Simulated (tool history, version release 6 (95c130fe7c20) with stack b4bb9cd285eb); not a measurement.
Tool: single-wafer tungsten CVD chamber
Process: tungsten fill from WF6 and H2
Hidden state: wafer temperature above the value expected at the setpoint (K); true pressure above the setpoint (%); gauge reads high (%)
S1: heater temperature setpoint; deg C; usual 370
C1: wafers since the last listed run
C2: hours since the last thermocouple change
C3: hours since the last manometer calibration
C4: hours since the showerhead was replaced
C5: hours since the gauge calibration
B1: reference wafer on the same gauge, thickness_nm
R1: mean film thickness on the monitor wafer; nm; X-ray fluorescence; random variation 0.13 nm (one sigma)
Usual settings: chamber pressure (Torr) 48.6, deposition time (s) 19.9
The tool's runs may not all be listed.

run 1 day=0.000 | S1=370 chamber_pressure_(Torr)=48.6 deposition_time_(s)=21.2 | C1=0 C2=970.7 C3=581.4 C4=3557.3 C5=1209.5 | B1=37.488 | R1=45.827
run 2 day=1.262 | S1=370 chamber_pressure_(Torr)=48.6 deposition_time_(s)=19.9 | C1=764 C2=1001.0 C3=611.7 C4=3587.6 C5=1239.8 | B1=37.497 | R1=42.781
run 3 day=2.208 | S1=370 chamber_pressure_(Torr)=48.6 deposition_time_(s)=18.1 | C1=572 C2=1023.7 C3=634.4 C4=3610.3 C5=1262.5 | B1=37.503 | R1=39.220
run 4 day=3.171 | S1=370 chamber_pressure_(Torr)=48.6 deposition_time_(s)=19.9 | C1=582 C2=1046.8 C3=657.5 C4=3633.4 C5=1285.6 | B1=37.500 | R1=42.631
run 5 day=4.475 | S1=370 chamber_pressure_(Torr)=48.6 deposition_time_(s)=19.9 | C1=789 C2=1078.1 C3=688.8 C4=3664.7 C5=1316.9 | B1=37.505 | R1=42.979
-- day=6.358 gauge calibrated
run 6 day=7.388 | S1=370 chamber_pressure_(Torr)=48.6 deposition_time_(s)=19.9 | C1=1764 C2=1148.0 C3=758.7 C4=3734.6 C5=24.7 | B1=37.539 | R1=42.962
run 7 day=8.046 | S1=370 chamber_pressure_(Torr)=48.6 deposition_time_(s)=19.9 | C1=398 C2=1163.8 C3=774.5 C4=3750.4 C5=40.5 | B1=37.483 | R1=42.603
run 8 day=9.121 | S1=370 chamber_pressure_(Torr)=48.6 deposition_time_(s)=19.9 | C1=651 C2=1189.6 C3=800.3 C4=3776.2 C5=66.3 | B1=37.517 | R1=42.887
run 9 day=9.971 | S1=370 chamber_pressure_(Torr)=48.6 deposition_time_(s)=19.9 | C1=514 C2=1210.0 C3=820.7 C4=3796.6 C5=86.7 | B1=37.495 | R1=43.044
run 10 day=11.229 | S1=370 chamber_pressure_(Torr)=48.6 deposition_time_(s)=19.9 | C1=762 C2=1240.2 C3=850.9 C4=3826.8 C5=116.9 | B1=37.503 | R1=43.082
run 11 day=11.946 | S1=370 chamber_pressure_(Torr)=48.6 deposition_time_(s)=19.9 | C1=434 C2=1257.4 C3=868.1 C4=3844.0 C5=134.1 | B1=37.471 | R1=42.816
run 12 day=12.521 | S1=370 chamber_pressure_(Torr)=48.6 deposition_time_(s)=19.9 | C1=348 C2=1271.2 C3=881.9 C4=3857.8 C5=147.9 | B1=37.478 | R1=42.706
run 13 day=14.017 | S1=370 chamber_pressure_(Torr)=48.6 deposition_time_(s)=19.9 | C1=906 C2=1307.1 C3=917.8 C4=3893.7 C5=183.8 | B1=37.498 | R1=42.695
run 14 day=14.942 | S1=370 chamber_pressure_(Torr)=58.3 deposition_time_(s)=16.6 | C1=560 C2=1329.3 C3=940.0 C4=3915.9 C5=206.0 | B1=37.490 | R1=38.969
run 15 day=16.133 | S1=379 chamber_pressure_(Torr)=48.6 deposition_time_(s)=19.9 | C1=721 C2=1357.9 C3=968.6 C4=3944.5 C5=234.6 | B1=37.497 | R1=53.418
run 16 day=17.133 | S1=370 chamber_pressure_(Torr)=48.6 deposition_time_(s)=19.9 | C1=605 C2=1381.9 C3=992.6 C4=3968.5 C5=258.6 | B1=37.495 | R1=42.986
run 17 day=17.900 | S1=375 chamber_pressure_(Torr)=53.3 deposition_time_(s)=23.2 | C1=464 C2=1400.3 C3=1011.0 C4=3986.9 C5=277.0 | B1=37.505 | R1=58.738
run 18 day=18.562 | S1=370 chamber_pressure_(Torr)=48.6 deposition_time_(s)=19.9 | C1=401 C2=1416.2 C3=1026.9 C4=4002.8 C5=292.9 | B1=37.512 | R1=43.049
run 19 day=19.721 | S1=378 chamber_pressure_(Torr)=59.8 deposition_time_(s)=16.1 | C1=701 C2=1444.0 C3=1054.7 C4=4030.6 C5=320.7 | B1=37.513 | R1=46.305
-- day=20.292 capacitance manometer re-zeroed and calibrated
run 20 day=20.592 | S1=370 chamber_pressure_(Torr)=48.6 deposition_time_(s)=19.9 | C1=325 C2=1464.9 C3=7.2 C4=4051.5 C5=341.6 | B1=37.514 | R1=42.148
-- day=21.029 showerhead replaced
run 21 day=21.875 | S1=360 chamber_pressure_(Torr)=41.1 deposition_time_(s)=17.7 | C1=575 C2=1495.7 C3=38.0 C4=20.3 C5=372.4 | B1=37.495 | R1=26.981
-- day=22.321 thermocouple changed; heater temperature recalibrated
run 22 day=23.267 | S1=361 chamber_pressure_(Torr)=51.7 deposition_time_(s)=19.9 | C1=641 C2=22.7 C3=71.4 C4=53.7 C5=405.8 | B1=37.480 | R1=34.895
run 23 day=24.375 | S1=370 chamber_pressure_(Torr)=48.6 deposition_time_(s)=19.9 | C1=671 C2=49.3 C3=98.0 C4=80.3 C5=432.4 | B1=37.495 | R1=42.228
run 24 day=25.204 | S1=356 chamber_pressure_(Torr)=38.9 deposition_time_(s)=19.9 | C1=502 C2=69.2 C3=117.9 C4=100.2 C5=452.3 | B1=37.502 | R1=26.688
run 25 day=26.667 | S1=370 chamber_pressure_(Torr)=48.6 deposition_time_(s)=19.9 | C1=885 C2=104.3 C3=153.0 C4=135.3 C5=487.4 | B1=37.487 | R1=42.560
run 26 day=27.996 | S1=370 chamber_pressure_(Torr)=48.6 deposition_time_(s)=19.9 | C1=805 C2=136.2 C3=184.9 C4=167.2 C5=519.3 | B1=37.480 | R1=42.389
run 27 day=28.604 | S1=377 chamber_pressure_(Torr)=57.3 deposition_time_(s)=17.2 | C1=368 C2=150.8 C3=199.5 C4=181.8 C5=533.9 | B1=37.470 | R1=47.066
run 28 day=29.167 | S1=370 chamber_pressure_(Torr)=48.6 deposition_time_(s)=19.9 | C1=340 C2=164.3 C3=213.0 C4=195.3 C5=547.4 | B1=37.533 | R1=42.727
run 29 day=29.679 | S1=380 chamber_pressure_(Torr)=42.4 deposition_time_(s)=19.9 | C1=310 C2=176.6 C3=225.3 C4=207.6 C5=559.7 | B1=37.485 | R1=50.478
run 30 day=30.412 | S1=376 chamber_pressure_(Torr)=41.1 deposition_time_(s)=22.3 | C1=444 C2=194.2 C3=242.9 C4=225.2 C5=577.3 | B1=37.487 | R1=50.538
run 31 day=31.625 | S1=370 chamber_pressure_(Torr)=54.9 deposition_time_(s)=19.9 | C1=734 C2=223.3 C3=272.0 C4=254.3 C5=606.4 | B1=37.516 | R1=45.084
run 32 day=33.071 | S1=370 chamber_pressure_(Torr)=56.8 deposition_time_(s)=19.9 | C1=875 C2=258.0 C3=306.7 C4=289.0 C5=641.1 | B1=37.503 | R1=46.247
run 33 day=33.621 | S1=358 chamber_pressure_(Torr)=48.6 deposition_time_(s)=18.8 | C1=333 C2=271.2 C3=319.9 C4=302.2 C5=654.3 | B1=37.485 | R1=29.934

The tool's hidden state at each run:
wafer temperature above the value expected at the setpoint (K): 0 in every run
gauge reads high (%): 0 in every run
H1: true pressure above the setpoint (%)
run=1 H1=3.34
run=2 H1=3.41
run=3 H1=3.46
run=4 H1=3.5
run=5 H1=3.56
run=6 H1=3.67
run=7 H1=3.69
run=8 H1=3.72
run=9 H1=3.75
run=10 H1=3.78
run=11 H1=3.8
run=12 H1=3.81
run=13 H1=3.85
run=14 H1=3.86
run=15 H1=3.89
run=16 H1=3.9
run=17 H1=3.92
run=18 H1=3.93
run=19 H1=3.95
run=20 H1=0.21
run=21 H1=0.581
run=22 H1=0.947
run=23 H1=1.21
run=24 H1=1.4
run=25 H1=1.71
run=26 H1=1.96
run=27 H1=2.06
run=28 H1=2.16
run=29 H1=2.24
run=30 H1=2.36
run=31 H1=2.53
run=32 H1=2.72
run=33 H1=2.79
